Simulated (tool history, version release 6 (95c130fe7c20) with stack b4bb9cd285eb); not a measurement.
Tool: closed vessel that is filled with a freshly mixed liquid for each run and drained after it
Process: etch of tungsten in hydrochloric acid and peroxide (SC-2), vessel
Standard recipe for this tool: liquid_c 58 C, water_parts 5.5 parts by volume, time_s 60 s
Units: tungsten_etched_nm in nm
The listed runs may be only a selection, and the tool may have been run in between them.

| run | hour | liquid_c | water_parts | time_s | read-back film thickness of the tungsten reference wafer, read on the same gauge (nm) | tungsten_etched_nm |
|---|---|---|---|---|---|---|
| 1 | 0 | 58 | 7 | 60 | 30.03 | 48.32 |
|  | 51.8 | new drum of peroxide connected |
| 2 | 58.8 | 58 | 7 | 60 | 30.06 | 49.22 |
| 3 | 105.1 | 58 | 7 | 60 | 30.01 | 49.11 |
| 4 | 203.2 | 58 | 5.5 | 60 | 30.04 | 59.27 |
| 5 | 247 | 58 | 5.5 | 60 | 30.03 | 59.87 |
| 6 | 323.7 | 51.5 | 5.5 | 50 | 30.05 | 33.22 |
|  | 452.9 | thermometer replaced |
| 7 | 511.3 | 51.5 | 5.5 | 50 | 30.05 | 32.78 |
| 8 | 588.7 | 66.5 | 5.5 | 60 | 30 | 100.23 |
| 9 | 652 | 62 | 7.5 | 60 | 30.03 | 60.74 |
|  | 729.3 | new drum of peroxide connected |
| 10 | 753 | 58 | 6.5 | 95 | 30.03 | 84.78 |
| 11 | 800.5 | 63.5 | 4 | 75 | 30.02 | 132.51 |
| 12 | 837.6 | 52.5 | 4 | 60 | 30 | 53.08 |
| 13 | 920.5 | 63.5 | 5.5 | 60 | 30.03 | 86.8 |
| 14 | 971.8 | 58 | 5.5 | 60 | 30.01 | 62 |
| 15 | 1021.9 | 58 | 5.5 | 90 | 30.01 | 92.84 |
|  | 1295.9 | chemicals flow meter replaced |
| 16 | 1306.8 | 58 | 8.5 | 60 | 30.05 | 42.31 |
| 17 | 1391.5 | 54.5 | 5.5 | 95 | 29.99 | 76.1 |
|  | 1405.2 | thermometer replaced |
|  | 1439 | new drum of peroxide connected |
| 18 | 1496 | 58 | 6.5 | 95 | 30.02 | 80.14 |
|  | 1514.8 | gauge calibrated |
| 19 | 1561.1 | 65.5 | 4 | 90 | 30.03 | 172.87 |
| 20 | 1626.9 | 58 | 5.5 | 60 | 30.01 | 58.94 |
| 21 | 1680.6 | 58 | 5.5 | 60 | 30.01 | 59.22 |
| 22 | 1804 | 58 | 4 | 60 | 29.97 | 74.6 |
| 23 | 1887.5 | 54 | 5.5 | 85 | 30.03 | 65.8 |
| 24 | 1924.5 | 58 | 5.5 | 60 | 30.02 | 59.73 |
| 25 | 2134 | 65.5 | 4 | 85 | 30.04 | 172.16 |
| 26 | 2170.3 | 55 | 5.5 | 30 | 29.96 | 25.2 |
|  | 2173.5 | new drum of peroxide connected |
| 27 | 2208.7 | 61 | 6.5 | 30 | 29.98 | 33.16 |
| 28 | 2256 | 58 | 5.5 | 60 | 30 | 61.84 |

Forecast run 29:
|  | 2259.6 | thermometer replaced |
| 29 | 2498.7 | 58 | 4 | 50 | ? | ? |

{"run 29": {"read-back film thickness of the tungsten reference wafer, read on the same gauge (nm)": 30.01, "tungsten_etched_nm": 63.02}}
If the tool had no hidden condition, the same run with the same run-to-run variation would have returned tungsten_etched_nm 58.78 nm.
